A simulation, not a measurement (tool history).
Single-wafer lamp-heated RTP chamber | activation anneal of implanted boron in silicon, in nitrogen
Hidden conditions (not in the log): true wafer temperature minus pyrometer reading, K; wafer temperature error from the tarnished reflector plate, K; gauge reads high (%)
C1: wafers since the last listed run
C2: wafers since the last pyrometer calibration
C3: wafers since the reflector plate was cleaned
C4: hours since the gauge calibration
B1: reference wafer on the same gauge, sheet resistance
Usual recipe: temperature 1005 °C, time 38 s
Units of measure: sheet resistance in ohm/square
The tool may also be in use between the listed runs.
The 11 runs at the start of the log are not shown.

{"hour": 265.8, "done": "pyrometer window cleaned and pyrometer calibrated"}
{"run": 12, "hour": 276.3, "temperature": 995, "time": 47, "C1": 287, "C2": 148, "C3": 5994, "C4": 187.2, "B1": 388.65, "sheet resistance": 437.82}
{"run": 13, "hour": 307.2, "temperature": 1005, "time": 38, "C1": 437, "C2": 585, "C3": 6431, "C4": 218.1, "B1": 388.63, "sheet resistance": 435.56}
{"run": 14, "hour": 341.1, "temperature": 1005, "time": 38, "C1": 479, "C2": 1065, "C3": 6911, "C4": 252.0, "B1": 388.05, "sheet resistance": 435.22}
{"run": 15, "hour": 354.4, "temperature": 1005, "time": 38, "C1": 188, "C2": 1253, "C3": 7099, "C4": 265.3, "B1": 388.34, "sheet resistance": 435.78}
{"hour": 391.4, "done": "reflector plate cleaned"}
{"hour": 446.8, "done": "pyrometer window cleaned and pyrometer calibrated"}
{"run": 16, "hour": 447.3, "temperature": 1005, "time": 38, "C1": 1088, "C2": 6, "C3": 677, "C4": 358.2, "B1": 388.2, "sheet resistance": 435.57}
{"run": 17, "hour": 460.2, "temperature": 1005, "time": 38, "C1": 182, "C2": 189, "C3": 860, "C4": 371.1, "B1": 388.32, "sheet resistance": 435.21}
{"run": 18, "hour": 477.6, "temperature": 1005, "time": 28, "C1": 246, "C2": 435, "C3": 1106, "C4": 388.5, "B1": 387.93, "sheet resistance": 435.11}
{"run": 19, "hour": 505.4, "temperature": 1025, "time": 38, "C1": 393, "C2": 829, "C3": 1500, "C4": 416.3, "B1": 387.99, "sheet resistance": 433.26}
{"run": 20, "hour": 519.6, "temperature": 1005, "time": 38, "C1": 200, "C2": 1030, "C3": 1701, "C4": 430.5, "B1": 387.99, "sheet resistance": 435.74}
{"run": 21, "hour": 552.2, "temperature": 1016, "time": 28, "C1": 461, "C2": 1491, "C3": 2162, "C4": 463.1, "B1": 387.89, "sheet resistance": 435.51}
{"run": 22, "hour": 577.6, "temperature": 1020, "time": 56, "C1": 359, "C2": 1850, "C3": 2521, "C4": 488.5, "B1": 387.69, "sheet resistance": 432.4}
{"hour": 581.4, "done": "gauge calibrated"}
{"run": 23, "hour": 601.8, "temperature": 992, "time": 48, "C1": 342, "C2": 2193, "C3": 2864, "C4": 20.4, "B1": 391.2, "sheet resistance": 440.46}
{"run": 24, "hour": 615.9, "temperature": 1029, "time": 38, "C1": 199, "C2": 2392, "C3": 3063, "C4": 34.5, "B1": 391.18, "sheet resistance": 436.24}
{"hour": 657.7, "done": "pyrometer window cleaned and pyrometer calibrated"}
{"run": 25, "hour": 658.2, "temperature": 1005, "time": 38, "C1": 485, "C2": 7, "C3": 3549, "C4": 76.8, "B1": 390.54, "sheet resistance": 437.53}
{"run": 26, "hour": 678.7, "temperature": 986, "time": 38, "C1": 290, "C2": 297, "C3": 3839, "C4": 97.3, "B1": 390.32, "sheet resistance": 442.92}
{"run": 27, "hour": 705.4, "temperature": 1014, "time": 26, "C1": 377, "C2": 675, "C3": 4217, "C4": 124.0, "B1": 390.31, "sheet resistance": 437.25}
{"run": 28, "hour": 726.0, "temperature": 1005, "time": 56, "C1": 291, "C2": 967, "C3": 4508, "C4": 144.6, "B1": 389.75, "sheet resistance": 436.02}
{"run": 29, "hour": 751.9, "temperature": 996, "time": 16, "C1": 366, "C2": 1333, "C3": 4875, "C4": 170.5, "B1": 389.95, "sheet resistance": 441.34}
{"run": 30, "hour": 783.8, "temperature": 986, "time": 38, "C1": 451, "C2": 1784, "C3": 5326, "C4": 202.4, "B1": 389.78, "sheet resistance": 442.41}
{"run": 31, "hour": 802.4, "temperature": 996, "time": 60, "C1": 263, "C2": 2048, "C3": 5589, "C4": 221.0, "B1": 389.41, "sheet resistance": 437.56}
{"run": 32, "hour": 833.2, "temperature": 1013, "time": 38, "C1": 435, "C2": 2484, "C3": 6025, "C4": 251.8, "B1": 389.58, "sheet resistance": 435.81}
{"run": 33, "hour": 849.2, "temperature": 1005, "time": 38, "C1": 226, "C2": 2710, "C3": 6252, "C4": 267.8, "B1": 389.47, "sheet resistance": 437.7}
{"run": 34, "hour": 863.0, "temperature": 1031, "time": 56, "C1": 195, "C2": 2905, "C3": 6447, "C4": 281.6, "B1": 389.43, "sheet resistance": 432.64}
{"hour": 877.5, "done": "pyrometer window cleaned and pyrometer calibrated"}
{"run": 35, "hour": 882.7, "temperature": 1023, "time": 38, "C1": 165, "C2": 73, "C3": 6613, "C4": 301.3, "B1": 389.34, "sheet resistance": 435.81}
{"run": 36, "hour": 910.3, "temperature": 1017, "time": 49, "C1": 390, "C2": 464, "C3": 7003, "C4": 328.9, "B1": 389.11, "sheet resistance": 434.53}

Consider 4 possible next runs. They are alternatives, not a sequence: every one starts from the tool as it was left by run 36. What does each give?
{"run": "A", "hour": 910.7, "temperature": 1005, "time": 38, "C1": 5, "C2": 469, "C3": 7009, "C4": 329.3, "B1": "?", "sheet resistance": "?"}
{"run": "B", "hour": 910.7, "temperature": 1022, "time": 38, "C1": 5, "C2": 469, "C3": 7009, "C4": 329.3, "B1": "?", "sheet resistance": "?"}
{"run": "C", "hour": 910.7, "temperature": 1015, "time": 29, "C1": 5, "C2": 469, "C3": 7009, "C4": 329.3, "B1": "?", "sheet resistance": "?"}
{"run": "D", "hour": 910.7, "temperature": 1031, "time": 38, "C1": 5, "C2": 469, "C3": 7009, "C4": 329.3, "B1": "?", "sheet resistance": "?"}

run=A B1=389.33 sheet_resistance=436.40
run=B B1=389.33 sheet_resistance=434.63
run=C B1=389.33 sheet_resistance=435.81
run=D B1=389.33 sheet_resistance=434.17
Stripped of hidden state, with their random variation kept, the same runs would have yielded:
run=A sheet_resistance=438.35
run=B sheet_resistance=436.58
run=C sheet_resistance=437.76
run=D sheet_resistance=436.11
